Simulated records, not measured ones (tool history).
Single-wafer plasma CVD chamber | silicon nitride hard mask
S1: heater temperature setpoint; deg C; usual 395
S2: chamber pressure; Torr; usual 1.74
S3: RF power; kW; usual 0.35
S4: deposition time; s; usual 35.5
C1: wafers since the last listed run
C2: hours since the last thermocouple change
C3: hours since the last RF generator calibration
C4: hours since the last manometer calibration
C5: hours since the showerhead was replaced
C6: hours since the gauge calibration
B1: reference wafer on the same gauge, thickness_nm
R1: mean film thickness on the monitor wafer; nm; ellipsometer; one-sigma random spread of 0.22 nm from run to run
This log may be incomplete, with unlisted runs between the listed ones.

Run 1, hour 0: usual settings; C1 0; C2 1518.2; C3 958.5; C4 1209.1; C5 2969.9; C6 389.1; B1 45.299. Result: R1 44.217 nm.
Run 2, hour 35.9: usual settings but S2 1.52 Torr; C1 855; C2 1554.1; C3 994.4; C4 1245; C5 3005.8; C6 425; B1 45.311. Result: R1 43.387 nm.
Run 3, hour 66.1: usual settings but S3 0.315 kW; C1 719; C2 1584.3; C3 1024.6; C4 1275.2; C5 3036; C6 455.2; B1 45.276. Result: R1 40.597 nm.
Run 4, hour 119.3: usual settings but S3 0.315 kW; C1 1267; C2 1637.5; C3 1077.8; C4 1328.4; C5 3089.2; C6 508.4; B1 45.259. Result: R1 40.596 nm.
Run 5, hour 166.7: usual settings but S3 0.315 kW; C1 1129; C2 1684.9; C3 1125.2; C4 1375.8; C5 3136.6; C6 555.8; B1 45.319. Result: R1 40.442 nm.
Run 6, hour 216.2: usual settings but S2 2.04 Torr; C1 1179; C2 1734.4; C3 1174.7; C4 1425.3; C5 3186.1; C6 605.3; B1 45.315. Result: R1 44.804 nm.
Run 7, hour 264.1: usual settings but S2 2.04 Torr; C1 1141; C2 1782.3; C3 1222.6; C4 1473.2; C5 3234; C6 653.2; B1 45.312. Result: R1 44.508 nm.
Run 8, hour 295.5: usual settings but S2 2.04 Torr; C1 748; C2 1813.7; C3 1254; C4 1504.6; C5 3265.4; C6 684.6; B1 45.272. Result: R1 44.539 nm.
Run 9, hour 356.5: usual settings; C1 1453; C2 1874.7; C3 1315; C4 1565.6; C5 3326.4; C6 745.6; B1 45.307. Result: R1 43.074 nm.
At hour 481: gauge calibrated.
At hour 489.8: RF generator calibrated.
Run 10, hour 571.3: usual settings; C1 4928; C2 2089.5; C3 81.5; C4 1780.4; C5 3541.2; C6 90.3; B1 45.317. Result: R1 46.316 nm.
Run 11, hour 604.4: usual settings; C1 788; C2 2122.6; C3 114.6; C4 1813.5; C5 3574.3; C6 123.4; B1 45.325. Result: R1 45.736 nm.
Run 12, hour 664.7: usual settings but S4 31.8 s; C1 1437; C2 2182.9; C3 174.9; C4 1873.8; C5 3634.6; C6 183.7; B1 45.274. Result: R1 40.94 nm.
Run 13, hour 706.8: usual settings but S4 31.8 s; C1 1003; C2 2225; C3 217; C4 1915.9; C5 3676.7; C6 225.8; B1 45.317. Result: R1 40.956 nm.
Run 14, hour 771.1: usual settings; C1 1532; C2 2289.3; C3 281.3; C4 1980.2; C5 3741; C6 290.1; B1 45.317. Result: R1 45.449 nm.
At hour 812.9: capacitance manometer re-zeroed and calibrated.
Run 15, hour 884.7: usual settings but S3 0.325 kW; C1 2516; C2 2402.9; C3 394.9; C4 71.8; C5 3854.6; C6 403.7; B1 45.317. Result: R1 42.996 nm.
At hour 913.5: showerhead replaced, of another model than before.
Run 16, hour 921.9: usual settings but S1 401 deg C, S4 28.4 s; C1 695; C2 2440.1; C3 432.1; C4 109; C5 8.4; C6 440.9; B1 45.318. Result: R1 36.256 nm.
Run 17, hour 960.2: usual settings but S4 40.3 s; C1 912; C2 2478.4; C3 470.4; C4 147.3; C5 46.7; C6 479.2; B1 45.305. Result: R1 51.739 nm.
At hour 1020.6: thermocouple changed; heater temperature recalibrated.
Run 18, hour 1021.1: usual settings but S1 404 deg C, S2 1.57 Torr, S3 0.4 kW, S4 33 s; C1 1260; C2 0.5; C3 531.3; C4 208.2; C5 107.6; C6 540.1; B1 45.298. Result: R1 44.691 nm.
Run 19, hour 1050.1: usual settings; C1 691; C2 29.5; C3 560.3; C4 237.2; C5 136.6; C6 569.1; B1 45.298. Result: R1 45.662 nm.
Run 20, hour 1104.6: usual settings but S1 383 deg C; C1 1298; C2 84; C3 614.8; C4 291.7; C5 191.1; C6 623.6; B1 45.296. Result: R1 45.475 nm.
Run 21, hour 1155: usual settings but S1 409 deg C, S4 40.9 s; C1 1201; C2 134.4; C3 665.2; C4 342.1; C5 241.5; C6 674; B1 45.279. Result: R1 51.779 nm.
At hour 1194.2: gauge calibrated.
Run 22, hour 1208.4: usual settings but S1 401 deg C, S3 0.395 kW; C1 1272; C2 187.8; C3 718.6; C4 395.5; C5 294.9; C6 14.2; B1 45.247. Result: R1 47.98 nm.
Run 23, hour 1246: usual settings but S3 0.415 kW; C1 896; C2 225.4; C3 756.2; C4 433.1; C5 332.5; C6 51.8; B1 45.305. Result: R1 48.878 nm.
Run 24, hour 1304.5: usual settings but S1 382 deg C; C1 1394; C2 283.9; C3 814.7; C4 491.6; C5 391; C6 110.3; B1 45.293. Result: R1 45.384 nm.
Run 25, hour 1340.5: usual settings but S1 402 deg C, S2 2.02 Torr; C1 857; C2 319.9; C3 850.7; C4 527.6; C5 427; C6 146.3; B1 45.275. Result: R1 45.83 nm.
Run 26, hour 1369.8: usual settings; C1 698; C2 349.2; C3 880; C4 556.9; C5 456.3; C6 175.6; B1 45.299. Result: R1 45.553 nm.

Here are 5 independent what-if runs from the current tool condition. What would each one return?
Run A, hour 1370.2: usual settings; C1 9; C2 349.6; C3 880.4; C4 557.3; C5 456.7; C6 176; B1 ?. Result: R1 ?.
Run B, hour 1370.2: usual settings but S2 1.44 Torr, S4 29 s; C1 9; C2 349.6; C3 880.4; C4 557.3; C5 456.7; C6 176; B1 ?. Result: R1 ?.
Run C, hour 1370.2: usual settings but S2 2.06 Torr; C1 9; C2 349.6; C3 880.4; C4 557.3; C5 456.7; C6 176; B1 ?. Result: R1 ?.
Run D, hour 1370.2: usual settings but S1 403 deg C, S2 1.52 Torr, S3 0.38 kW, S4 30 s; C1 9; C2 349.6; C3 880.4; C4 557.3; C5 456.7; C6 176; B1 ?. Result: R1 ?.
Run E, hour 1370.2: usual settings but S1 387 deg C, S2 1.88 Torr, S4 39.8 s; C1 9; C2 349.6; C3 880.4; C4 557.3; C5 456.7; C6 176; B1 ?. Result: R1 ?.

run      B1      R1
  A  45.287  45.169
  B  45.287    36.4
  C  45.287  45.817
  D  45.287  38.922
  E  45.287  51.123
Had the tool no hidden state, the same runs would have come out as:
run      R1
  A  46.138
  B  37.181
  C  46.801
  D  39.757
  E   52.22
